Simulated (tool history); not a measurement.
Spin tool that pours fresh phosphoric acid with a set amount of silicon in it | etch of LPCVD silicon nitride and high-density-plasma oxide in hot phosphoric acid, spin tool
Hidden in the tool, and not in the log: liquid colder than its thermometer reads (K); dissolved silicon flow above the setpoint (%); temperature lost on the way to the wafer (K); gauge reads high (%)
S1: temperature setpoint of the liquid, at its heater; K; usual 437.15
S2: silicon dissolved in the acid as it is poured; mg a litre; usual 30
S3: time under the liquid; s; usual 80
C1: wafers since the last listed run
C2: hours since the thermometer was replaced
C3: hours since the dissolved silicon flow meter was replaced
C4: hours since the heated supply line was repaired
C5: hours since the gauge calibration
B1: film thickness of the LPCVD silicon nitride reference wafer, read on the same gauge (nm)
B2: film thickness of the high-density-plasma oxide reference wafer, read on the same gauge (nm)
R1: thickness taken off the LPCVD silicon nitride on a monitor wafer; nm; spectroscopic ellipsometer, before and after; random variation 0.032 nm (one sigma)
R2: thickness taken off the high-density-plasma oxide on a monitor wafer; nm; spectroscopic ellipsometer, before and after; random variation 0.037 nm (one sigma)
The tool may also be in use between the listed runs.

run   hour      S1    S2   S3   C1     C2      C3      C4     C5      B1      B2     R1     R2
  1      0  437.15    30   80    0  524.2  1732.8  3358.8   67.7  110.02  90.026   7.64  0.242
  2     27  437.15  22.5   80  247  551.2  1759.8  3385.8   94.7  110.05  89.968   7.65  0.325
  3   44.9  437.15  22.5   80  164  569.1  1777.7  3403.7  112.6  109.99  89.994   7.69  0.369
  4   70.8  437.15  22.5   80  237    595  1803.6  3429.6  138.5  109.99  89.989   7.66  0.351
  5   92.3  437.15    30   80  197  616.5  1825.1  3451.1    160  110.03  90.011   7.65  0.198
  6    111  437.15    30   80  171  635.2  1843.8  3469.8  178.7  109.97  89.993   7.64  0.255
  7  146.7  437.15    30   80  327  670.9  1879.5  3505.5  214.4  110.02  90.006   7.65  0.255
  8  179.2  437.15    30   80  298  703.4    1912    3538  246.9  109.95  89.997   7.62  0.257
     192.6  -- thermometer replaced
  9  206.6  437.15    30   80  242     14  1939.4  3565.4  274.3  109.97  89.968    7.6  0.223
     218.8  -- dissolved silicon flow meter replaced
 10  229.4  437.15    30   80  199   36.8    10.6  3588.2  297.1  110.04  90.001   7.56  0.233
 11  255.5  438.65    38   40  239   62.9    36.7  3614.3  323.2  109.99  89.989   3.98  0.092
     260.8  -- gauge calibrated
       267  -- heated supply line repaired
 12    270  437.15    30   80  123   77.4    51.2       3    9.2  109.96  90.006   8.42  0.303
 13  305.8  438.15  10.5   95  328  113.2      87    38.8     45  110.02  90.005  10.35  0.769
 14  320.9  438.65    50   35  138  128.3   102.1    53.9   60.1  110.03  89.981   3.86  0.073
 15    356  434.15  48.5  125  321  163.4   137.2      89   95.2  110.01  90.017  11.89  0.151
 16  385.2  439.15    50   80  267  192.6   166.4   118.2  124.4  109.98  90.036   8.98  0.139
 17  409.4  434.65    49  115  221  216.8   190.6   142.4  148.6  109.94  90.002   11.1  0.143
 18  430.9  437.15    30   80  197  238.3   212.1   163.9  170.1  110.02  90.015   8.38  0.323
 19  447.1  437.15    30   80  148  254.5   228.3   180.1  186.3  110.02  89.987   8.36  0.296
 20  461.4  439.15    30   80  131  268.8   242.6   194.4  200.6  110.04  89.986   8.95  0.411
 21  491.8  438.65    50  110  278  299.2     273   224.8    231  110.02  89.979  12.14  0.197

Forecast each of these 4 alternatives for the next run:
  A  492.2  435.15  30   80   3  299.6  273.4  225.2  231.4   ?   ?   ?   ?
  B  492.2  435.65  23  115   3  299.6  273.4  225.2  231.4   ?   ?   ?   ?
  C  492.2  435.65  50  105   3  299.6  273.4  225.2  231.4   ?   ?   ?   ?
  D  492.2  437.15  50   45   3  299.6  273.4  225.2  231.4   ?   ?   ?   ?

run      B1      B2     R1     R2
  A  110.01  90.007   7.81  0.248
  B  110.01  90.007  11.41  0.474
  C  110.01  90.007  10.42  0.141
  D  110.01  90.007   4.69  0.068
Without the tool's hidden state the same runs would have given:
run     R1     R2
  A   7.99  0.261
  B  11.67  0.498
  C  10.66  0.149
  D    4.8  0.071

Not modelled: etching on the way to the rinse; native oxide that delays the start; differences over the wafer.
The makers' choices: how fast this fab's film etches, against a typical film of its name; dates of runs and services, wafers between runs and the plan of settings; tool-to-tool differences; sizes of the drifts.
